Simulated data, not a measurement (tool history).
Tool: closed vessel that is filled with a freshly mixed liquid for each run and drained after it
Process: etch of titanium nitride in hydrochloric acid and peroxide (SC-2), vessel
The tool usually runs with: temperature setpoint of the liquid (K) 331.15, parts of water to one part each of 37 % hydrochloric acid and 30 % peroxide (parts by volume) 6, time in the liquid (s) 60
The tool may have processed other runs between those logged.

run,hour,temperature setpoint of the liquid (K),parts of water to one part each of 37 % hydrochloric acid and 30 % peroxide (parts by volume),time in the liquid (s),"read-back film thickness of the titanium nitride reference wafer, read on the same gauge (nm)",thickness taken off the titanium nitride on a monitor wafer (Å)
1,0,331.15,6,60,120.01,74.8
2,8,331.15,6,60,120.05,74.8
3,22.9,331.15,6,60,119.99,74.7
4,39.8,331.15,6,80,120,99.6
5,53.6,331.15,6,80,120.04,99.9
6,60.8,323.65,4,40,120.01,41.3
7,67.8,331.15,4,30,120.05,50
8,77.9,339.65,4,60,120.01,169.4
9,89.2,331.15,6,60,119.97,75
10,103.7,331.15,6,35,120.03,43.9
11,117.1,327.65,4,45,119.99,59.4
12,131.5,331.15,6,60,119.99,74.5
# hour 139.4: thermometer replaced
13,139.9,331.15,6,85,119.97,106.2
14,154.6,334.65,7.5,90,119.99,117.6
15,169.9,338.65,4.5,50,120,122.3
16,187.9,335.15,8,35,120,44.9
17,203.7,321.15,4.5,90,120,71.5
# hour 213.4: new drum of peroxide connected
18,215.7,340.65,4,70,120,210.5
19,230.9,331.15,6,60,120.01,74.9
20,243.7,326.15,4.5,60,120.01,67.2
21,251.8,331.15,6,35,119.98,43.9
22,269.1,327.15,4,45,119.98,57.8
23,282.4,335.65,6,90,119.99,150.6
24,300.3,326.15,6,60,119.98,54.3

What does the tool deliver on the next run?
25,315.7,331.15,4,60,?,?

read-back film thickness of the titanium nitride reference wafer, read on the same gauge (nm): 120
thickness taken off the titanium nitride on a monitor wafer (Å): 99.1
Take away the tool's hidden state, keep the run-to-run variation as it was, and the same run would have given thickness taken off the titanium nitride on a monitor wafer (Å) 99.1.
